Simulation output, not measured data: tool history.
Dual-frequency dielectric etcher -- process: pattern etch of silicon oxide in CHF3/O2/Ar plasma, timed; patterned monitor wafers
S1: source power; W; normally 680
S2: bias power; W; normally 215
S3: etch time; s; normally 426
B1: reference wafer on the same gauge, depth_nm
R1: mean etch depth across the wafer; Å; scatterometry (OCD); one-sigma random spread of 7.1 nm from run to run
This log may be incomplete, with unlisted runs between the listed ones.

run	hour	S1	S2	S3	B1	R1
1	0	680	215	426	1163.7	10323
2	6.3	680	215	426	1160.7	10039
3	15.3	680	215	426	1162.1	10159
# hour 45.6: gauge calibrated
4	56	590	215	426	1158.4	9522
5	71.5	590	215	426	1161.8	9659
6	81	680	215	426	1163	10055
# hour 113.3: upper electrode replaced
7	113.8	680	215	426	1160.5	9991
8	116	680	215	426	1157.4	10162
9	131	680	215	426	1157.2	9839
10	147.4	680	215	426	1162.5	9962
11	157.6	680	215	426	1159.4	10044
# hour 164.5: source power generator calibrated
12	168	680	215	426	1157.3	9857
13	183.3	630	170	426	1160.1	8733
# hour 212.3: bias power generator calibrated
# hour 247.3: wet clean of the chamber
14	247.8	680	215	426	1159.9	10437
15	256	680	215	426	1162.3	10449
16	263.9	620	215	532	1160.5	12614
17	279.2	800	184	483	1164.1	11460
# hour 281.9: gauge calibrated
18	287.6	680	215	426	1158.1	10413
19	300.9	580	215	543.5	1157.8	12558
20	311.7	630	172	362	1160.5	7677
21	319.7	800	215	310	1160.7	8016
22	326.2	810	199	524	1160	13035
23	332.3	680	215	426	1158.9	10232
24	338.8	790	161	531.5	1161.4	11965
25	354	680	197	426	1160.5	9930

Had the tool no unlogged condition, and each run kept its random variation, what would the results have been?
Hidden conditions of the tool in this case: etch rate over this chamber's usual, %; source power that arrives over what is set, %; bias power that arrives over what is set, %; gauge reads high (%).
run	R1
1	10513
2	10233
3	10367
4	9768
5	9929
6	10348
7	10327
8	10506
9	10191
10	10341
11	10440
12	10260
13	9108
14	10361
15	10383
16	12548
17	11422
18	10389
19	12550
20	7683
21	8030
22	13069
23	10266
24	12015
25	9990

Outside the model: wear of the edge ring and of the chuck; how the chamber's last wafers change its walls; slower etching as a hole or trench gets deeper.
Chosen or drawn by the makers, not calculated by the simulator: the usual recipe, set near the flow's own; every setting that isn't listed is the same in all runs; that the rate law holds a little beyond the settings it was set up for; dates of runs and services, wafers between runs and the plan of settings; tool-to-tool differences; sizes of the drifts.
